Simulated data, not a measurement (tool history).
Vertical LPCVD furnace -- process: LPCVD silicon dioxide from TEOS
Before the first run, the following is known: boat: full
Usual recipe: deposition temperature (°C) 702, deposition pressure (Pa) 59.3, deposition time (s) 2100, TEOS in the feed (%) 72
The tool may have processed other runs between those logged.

run	day	deposition temperature (°C)	deposition pressure (Pa)	deposition time (s)	TEOS in the feed (%)	read-back reference wafer on the same gauge, thickness	film thickness on the monitor wafer in the middle of the boat (nm)
1	0	702	59.3	2700	72	366.06	400.84
2	3.996	702	59.3	2700	72	365.36	399.03
3	8.021	702	64.7	2310	72	365.69	355.08
4	11.896	702	64.7	2310	72	365.74	357.65
5	14.929	702	64.7	2310	72	365.36	356.11
6	18.75	702	66	1470	72	365.76	228.35
7	20.604	702	66	1470	72	365.33	228.06
8	23.354	702	66	1470	72	366.08	227.34
9	24.996	702	59.3	2100	72	365.55	308.49
10	27.292	695	59.3	2100	72	366.14	264.67
11	29.688	695	59.3	2100	72	366.1	264.4
# day 33.042: TEOS flow controller replaced
12	36.375	702	59.3	2100	72	365.82	307.6
13	38.412	702	59.3	2100	72	365.87	308.68
14	41.617	709	59.3	2100	72	365.54	365.04
15	45.629	709	59.3	2100	72	365.61	364.89
16	47.158	711	46	2790	83	365.89	482.65

Run 17, settings as shown, results not yet in. Your forecast:
# day 52.921: gauge calibrated
17	53.517	702	44.7	1470	72	?	?

{"run 17": {"read-back reference wafer on the same gauge, thickness": 365.9, "film thickness on the monitor wafer in the middle of the boat (nm)": 189.79}}
Without the tool's hidden state the same run would have given film thickness on the monitor wafer in the middle of the boat (nm) 189.79.

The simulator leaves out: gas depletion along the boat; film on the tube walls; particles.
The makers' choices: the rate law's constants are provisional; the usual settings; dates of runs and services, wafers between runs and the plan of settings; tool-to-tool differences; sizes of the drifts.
